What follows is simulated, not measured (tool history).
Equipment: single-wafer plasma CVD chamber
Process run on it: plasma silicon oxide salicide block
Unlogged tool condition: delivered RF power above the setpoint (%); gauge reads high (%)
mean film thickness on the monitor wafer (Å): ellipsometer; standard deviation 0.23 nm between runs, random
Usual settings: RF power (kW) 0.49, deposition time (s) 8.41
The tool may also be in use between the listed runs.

| run | hour | RF power (kW) | deposition time (s) | wafers since the last listed run | hours since the last RF generator calibration | hours since the showerhead was replaced | hours since the gauge calibration | read-back reference wafer on the same gauge, thickness_nm | mean film thickness on the monitor wafer (Å) |
|---|---|---|---|---|---|---|---|---|---|
| 1 | 0 | 0.45 | 9.67 | 0 | 1923.6 | 8103.9 | 342.7 | 64.3 | 839.79 |
| 2 | 34.3 | 0.49 | 8.41 | 1375 | 1957.9 | 8138.2 | 377 | 64.35 | 756.36 |
| 3 | 99.4 | 0.415 | 8.87 | 2610 | 2023 | 8203.3 | 442.1 | 64.329 | 734.9 |
| 4 | 161.2 | 0.49 | 8.41 | 2477 | 2084.8 | 8265.1 | 503.9 | 64.284 | 755.82 |
| 5 | 272.8 | 0.49 | 8.41 | 4474 | 2196.4 | 8376.7 | 615.5 | 64.257 | 753.13 |
|  | 283.8 | RF generator calibrated |
| 6 | 308.4 | 0.49 | 8.41 | 1106 | 24.6 | 8412.3 | 651.1 | 64.211 | 781.83 |
| 7 | 341.7 | 0.49 | 8.41 | 1335 | 57.9 | 8445.6 | 684.4 | 64.3 | 781.53 |
|  | 393.6 | gauge calibrated |
| 8 | 400.4 | 0.49 | 8.41 | 2353 | 116.6 | 8504.3 | 6.8 | 64.21 | 783.25 |
| 9 | 455 | 0.53 | 6.86 | 2189 | 171.2 | 8558.9 | 61.4 | 64.307 | 658.65 |
| 10 | 500.6 | 0.49 | 8.41 | 1828 | 216.8 | 8604.5 | 107 | 64.289 | 777.19 |
| 11 | 525.2 | 0.49 | 9.9 | 986 | 241.4 | 8629.1 | 131.6 | 64.332 | 919.05 |
| 12 | 558.6 | 0.41 | 7.86 | 1339 | 274.8 | 8662.5 | 165 | 64.372 | 669.8 |
|  | 587.9 | showerhead replaced, of another model than before |
| 13 | 588.8 | 0.525 | 7.54 | 890 | 305 | 0.9 | 195.2 | 64.355 | 728.93 |
| 14 | 641.6 | 0.49 | 8.41 | 2116 | 357.8 | 53.7 | 248 | 64.325 | 771.33 |
| 15 | 679.8 | 0.46 | 9.54 | 1531 | 396 | 91.9 | 286.2 | 64.384 | 839.97 |
| 16 | 742.2 | 0.49 | 7.5 | 2501 | 458.4 | 154.3 | 348.6 | 64.369 | 687.48 |
| 17 | 792.2 | 0.49 | 8.41 | 2004 | 508.4 | 204.3 | 398.6 | 64.277 | 772.57 |

Consider 3 possible next runs. They are alternatives, not a sequence: every one starts from the tool as it was left by run 17. What does each give?
| A | 792.6 | 0.49 | 8.41 | 16 | 508.8 | 204.7 | 399 | ? | ? |
| B | 792.6 | 0.46 | 8.41 | 16 | 508.8 | 204.7 | 399 | ? | ? |
| C | 792.6 | 0.41 | 7.22 | 16 | 508.8 | 204.7 | 399 | ? | ? |

| run | read-back reference wafer on the same gauge, thickness_nm | mean film thickness on the monitor wafer (Å) |
|---|---|---|
| A | 64.298 | 770.29 |
| B | 64.298 | 737.07 |
| C | 64.298 | 577.22 |
Stripped of hidden state, with their random variation kept, the same runs would have yielded:
| run | mean film thickness on the monitor wafer (Å) |
|---|---|
| A | 782.69 |
| B | 748.94 |
| C | 586.52 |

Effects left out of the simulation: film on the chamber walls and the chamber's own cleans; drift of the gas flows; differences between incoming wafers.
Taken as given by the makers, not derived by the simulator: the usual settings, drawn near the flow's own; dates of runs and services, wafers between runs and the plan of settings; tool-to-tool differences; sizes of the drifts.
